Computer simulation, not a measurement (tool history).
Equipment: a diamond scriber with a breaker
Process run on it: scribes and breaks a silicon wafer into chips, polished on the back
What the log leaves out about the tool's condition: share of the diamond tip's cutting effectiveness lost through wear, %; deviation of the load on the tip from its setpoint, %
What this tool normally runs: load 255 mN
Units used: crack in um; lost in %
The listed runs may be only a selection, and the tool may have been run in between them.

run	hour	load	wafers since the last listed run	hours since the diamond tip was replaced	hours since the load on the tip was calibrated	incoming depth of the damage left on the back of the incoming wafer, um	crack	lost
1	0	306	0	145.9	1632.4	0.02	15.67	2.3
2	57.6	255	97	203.5	1690	0.03	13.94	1.41
3	91.5	255	57	237.4	1723.9	0.02	13.91	1.43
4	158.2	291	112	304.1	1790.6	0.05	14.94	1.68
5	212.4	291	91	358.3	1844.8	0.05	15.05	1.8
6	263.7	235	86	409.6	1896.1	0.04	12.95	2.33
7	307.1	235	73	453	1939.5	0.03	12.99	2.65
8	359.3	298	88	505.2	1991.7	0.01	14.81	1.56
9	391.8	231	54	537.7	2024.2	0.01	12.26	3.29
# hour 401.9: diamond tip replaced by a new one
# hour 436.3: load on the tip recalibrated
10	454.8	255	99	52.9	18.5	0.05	12.3	3.06
# hour 500.7: diamond tip replaced by a new one, repeated, since the last time left the tool worse
11	504.6	227	80	3.9	68.3	0.04	13.17	2.3
12	572.1	318	113	71.4	135.8	0.04	16.46	3.43
13	626.4	255	91	125.7	190.1	0.04	13.93	1.37
14	690.9	278	108	190.2	254.6	0.04	14.7	1.54
15	757.4	289	112	256.7	321.1	0.03	15.14	1.85

Each run again, without the hidden state but with its own random variation kept:
run	crack	lost
1	15.84	2.52
2	14.15	1.39
3	14.17	1.39
4	15.35	2.04
5	15.59	2.29
6	13.54	1.7
7	13.69	1.8
8	15.81	2.41
9	13.19	1.86
10	13.92	1.5
11	13.27	2.18
12	16.6	3.68
13	14.08	1.36
14	14.93	1.68
15	15.48	2.16
